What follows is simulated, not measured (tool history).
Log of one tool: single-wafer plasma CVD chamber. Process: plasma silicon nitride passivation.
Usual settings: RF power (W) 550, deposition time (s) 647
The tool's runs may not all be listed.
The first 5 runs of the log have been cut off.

run,hour,RF power (W),deposition time (s),wafers since the last listed run,hours since the last RF generator calibration,hours since the showerhead was replaced,hours since the gauge calibration,"read-back reference wafer on the same gauge, thickness_nm",mean film thickness on the monitor wafer (Å)
6,554,550,647,255,748.3,7962.7,1717.5,880.426,10638.53
7,643.5,480,703,274,837.8,8052.2,1807,880.71,11085.58
8,710.9,550,647,206,905.2,8119.6,1874.4,880.23,10585.82
9,756.9,580,748,141,951.2,8165.6,1920.4,880.33,12446.62
10,836.7,585,610,244,1031,8245.4,2000.2,878.796,10175.2
11,902.4,585,610,201,1096.7,8311.1,2065.9,878.73,10170.47
12,1003.4,550,647,309,1197.7,8412.1,2166.9,878.839,10568.39
13,1095.9,550,647,283,1290.2,8504.6,2259.4,878.936,10639.37
# hour 1120.8: gauge calibrated
14,1132.8,550,647,113,1327.1,8541.5,12,878.391,10562.95
# hour 1151.8: showerhead replaced
15,1179.4,495,647,118,1373.7,27.6,58.6,881.323,10317.79
16,1260,495,647,247,1454.3,108.2,139.2,880.614,10266.04
17,1349.1,550,732,273,1543.4,197.3,228.3,879.915,11914.02
18,1450.5,550,732,310,1644.8,298.7,329.7,879.087,11951.95
# hour 1514.4: RF generator calibrated
19,1537.7,635,585,242,23.3,385.9,416.9,879.632,9852.86
20,1611.4,550,647,225,97,459.6,490.6,881.432,10365.43
21,1682.6,610,731,218,168.2,530.8,561.8,880.753,12089.83
22,1773.2,625,580,277,258.8,621.4,652.4,880.966,9727.63
23,1849.1,645,556,232,334.7,697.3,728.3,879.973,9299.39
# hour 2050.9: RF generator calibrated, repeated, since the last time left the tool worse
24,2125.8,480,603,823,74.9,974,1005,880.289,9582.41
25,2205.7,550,560,244,154.8,1053.9,1084.9,878.951,9272.33
26,2257.1,650,562,157,206.2,1105.3,1136.3,878.861,9790.21
27,2486.6,475,542,703,435.7,1334.8,1365.8,878.843,8591.9

Estimate the outcome of run 28 from the log above:
28,2545.8,590,647,181,494.9,1394,1425,?,?

{"run 28": {"read-back reference wafer on the same gauge, thickness_nm": 878.707, "mean film thickness on the monitor wafer (Å)": 10825.59}}
Had the tool carried no hidden state, the very same run would have given mean film thickness on the monitor wafer (Å) 10877.79.
